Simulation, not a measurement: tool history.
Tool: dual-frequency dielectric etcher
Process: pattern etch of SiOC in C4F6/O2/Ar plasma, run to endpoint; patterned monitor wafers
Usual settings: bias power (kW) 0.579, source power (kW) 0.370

run	hour	bias power (kW)	source power (kW)	wafers since the last listed run	hours since the last wet clean	hours since the last bias power generator calibration	hours since the last source power generator calibration	hours since the last upper electrode change	incoming incoming film thickness, nm	endpoint time (s)
1	0.0	0.579	0.370	0	491.2	4883.0	3050.9	3312.5	36.48	11.6
# hour 18.1: wet clean of the chamber
2	35.8	0.579	0.370	159	17.7	4918.8	3086.7	3348.3	36.16	11.0
3	53.9	0.579	0.310	162	35.8	4936.9	3104.8	3366.4	36.39	12.1
4	99.3	0.579	0.310	407	81.2	4982.3	3150.2	3411.8	36.75	12.2
5	112.7	0.579	0.370	120	94.6	4995.7	3163.6	3425.2	36.43	11.1
6	141.8	0.579	0.370	261	123.7	5024.8	3192.7	3454.3	36.18	11.1
7	243.1	0.579	0.370	909	225.0	5126.1	3294.0	3555.6	36.27	11.3
# hour 335.6: upper electrode replaced
8	336.1	0.691	0.370	619	318.0	5219.1	3387.0	0.5	36.70	10.7
9	392.3	0.691	0.370	504	374.2	5275.3	3443.2	56.7	36.27	10.6
# hour 398.6: source power generator calibrated
10	421.4	0.691	0.370	225	403.3	5304.4	22.8	85.8	36.29	10.6
11	452.5	0.579	0.370	279	434.4	5335.5	53.9	116.9	36.26	11.5
12	471.2	0.688	0.370	167	453.1	5354.2	72.6	135.6	36.51	10.8
# hour 511.8: wet clean of the chamber
13	512.3	0.579	0.370	153	0.5	5395.3	113.7	176.7	36.41	10.9
14	512.6	0.663	0.370	2	0.8	5395.6	114.0	177.0	35.91	10.3
15	534.5	0.579	0.370	196	22.7	5417.5	135.9	198.9	36.49	11.2
# hour 557.4: bias power generator calibrated
16	611.6	0.504	0.370	656	99.8	54.2	213.0	276.0	36.18	11.6
17	634.8	0.579	0.370	208	123.0	77.4	236.2	299.2	36.51	11.3
18	669.2	0.579	0.370	308	157.4	111.8	270.6	333.6	36.16	11.3
19	704.1	0.537	0.320	313	192.3	146.7	305.5	368.5	36.39	12.6
20	719.8	0.699	0.370	140	208.0	162.4	321.2	384.2	36.13	10.4
21	748.8	0.687	0.370	260	237.0	191.4	350.2	413.2	36.38	10.6
22	783.0	0.579	0.370	307	271.2	225.6	384.4	447.4	36.34	11.3
23	796.4	0.579	0.320	120	284.6	239.0	397.8	460.8	36.17	12.1
24	889.1	0.627	0.400	832	377.3	331.7	490.5	553.5	36.62	10.8

Forecast run 25:
25	921.4	0.480	0.460	289	409.6	364.0	522.8	585.8	36.36	?

{"run 25": {"endpoint time (s)": 11.2}}
Without the tool's hidden state the same run would have given endpoint time (s) 10.8.
